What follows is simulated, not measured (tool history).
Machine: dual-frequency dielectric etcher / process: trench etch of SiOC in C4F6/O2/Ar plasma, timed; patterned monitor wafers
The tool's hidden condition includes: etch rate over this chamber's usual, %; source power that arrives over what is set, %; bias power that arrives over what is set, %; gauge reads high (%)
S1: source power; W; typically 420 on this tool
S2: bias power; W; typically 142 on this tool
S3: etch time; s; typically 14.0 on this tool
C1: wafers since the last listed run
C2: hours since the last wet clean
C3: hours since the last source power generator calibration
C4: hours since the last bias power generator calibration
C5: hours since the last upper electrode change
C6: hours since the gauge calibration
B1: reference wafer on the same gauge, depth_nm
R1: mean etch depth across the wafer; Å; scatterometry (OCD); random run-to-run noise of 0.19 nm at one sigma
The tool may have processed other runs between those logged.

run,hour,S1,S2,S3,C1,C2,C3,C4,C5,C6,B1,R1
1,0.0,420,142,14.0,0,152.6,3494.9,3753.6,1793.1,100.5,29.20,298.3
2,36.7,470,142,14.0,729,189.3,3531.6,3790.3,1829.8,137.2,29.24,313.8
3,91.7,470,142,14.0,1093,244.3,3586.6,3845.3,1884.8,192.2,29.23,315.9
4,149.7,470,142,14.0,1153,302.3,3644.6,3903.3,1942.8,250.2,29.19,315.2
5,214.8,420,142,14.0,1294,367.4,3709.7,3968.4,2007.9,315.3,29.20,300.4
6,262.2,420,142,14.0,942,414.8,3757.1,4015.8,2055.3,362.7,29.16,299.8
7,299.1,420,142,12.0,733,451.7,3794.0,4052.7,2092.2,399.6,29.18,256.3
8,366.6,420,142,12.0,1342,519.2,3861.5,4120.2,2159.7,467.1,29.16,257.5
# hour 379.9: source power generator calibrated
# hour 388.7: bias power generator calibrated
# hour 409.0: wet clean of the chamber
9,413.5,420,142,12.0,369,4.5,33.6,24.8,2206.6,514.0,29.19,257.1
10,453.1,420,168,14.0,787,44.1,73.2,64.4,2246.2,553.6,29.19,312.1
11,501.1,420,168,14.0,954,92.1,121.2,112.4,2294.2,601.6,29.20,314.3
12,571.5,450,142,14.0,1400,162.5,191.6,182.8,2364.6,672.0,29.18,307.1
13,597.3,420,142,14.0,513,188.3,217.4,208.6,2390.4,697.8,29.18,301.1
14,656.1,420,142,15.5,1169,247.1,276.2,267.4,2449.2,756.6,29.21,333.2
15,724.9,500,142,14.0,1368,315.9,345.0,336.2,2518.0,825.4,29.25,321.5
16,771.6,420,129,14.0,928,362.6,391.7,382.9,2564.7,872.1,29.18,296.5
# hour 774.8: gauge calibrated
17,820.1,340,142,14.0,964,411.1,440.2,431.4,2613.2,45.3,29.18,275.5
18,873.0,380,161,11.5,1052,464.0,493.1,484.3,2666.1,98.2,29.18,240.8
# hour 907.4: upper electrode replaced
# hour 920.9: wet clean of the chamber
19,921.4,330,142,14.0,215,0.5,541.5,532.7,14.0,146.6,29.22,268.6
20,958.4,490,142,14.0,735,37.5,578.5,569.7,51.0,183.6,29.19,317.5
21,1029.9,470,126,12.5,1421,109.0,650.0,641.2,122.5,255.1,29.23,276.5
22,1069.8,340,174,12.5,793,148.9,689.9,681.1,162.4,295.0,29.24,257.9
23,1112.4,420,142,14.0,847,191.5,732.5,723.7,205.0,337.6,29.25,300.8
24,1154.4,470,123,17.5,835,233.5,774.5,765.7,247.0,379.6,29.19,380.0
25,1212.4,370,177,16.0,1153,291.5,832.5,823.7,305.0,437.6,29.20,342.6

3 ways to go on from here, each from the tool as it stands after run 25. What would each give?
A,1212.8,420,142,14.0,7,291.9,832.9,824.1,305.4,438.0,?,?
B,1212.8,390,126,11.0,7,291.9,832.9,824.1,305.4,438.0,?,?
C,1212.8,360,142,14.0,7,291.9,832.9,824.1,305.4,438.0,?,?

run,B1,R1
A,29.17,296.9
B,29.17,220.7
C,29.17,278.1
What these runs would have given with no unlogged condition in the tool:
run,R1
A,296.9
B,220.7
C,278.1

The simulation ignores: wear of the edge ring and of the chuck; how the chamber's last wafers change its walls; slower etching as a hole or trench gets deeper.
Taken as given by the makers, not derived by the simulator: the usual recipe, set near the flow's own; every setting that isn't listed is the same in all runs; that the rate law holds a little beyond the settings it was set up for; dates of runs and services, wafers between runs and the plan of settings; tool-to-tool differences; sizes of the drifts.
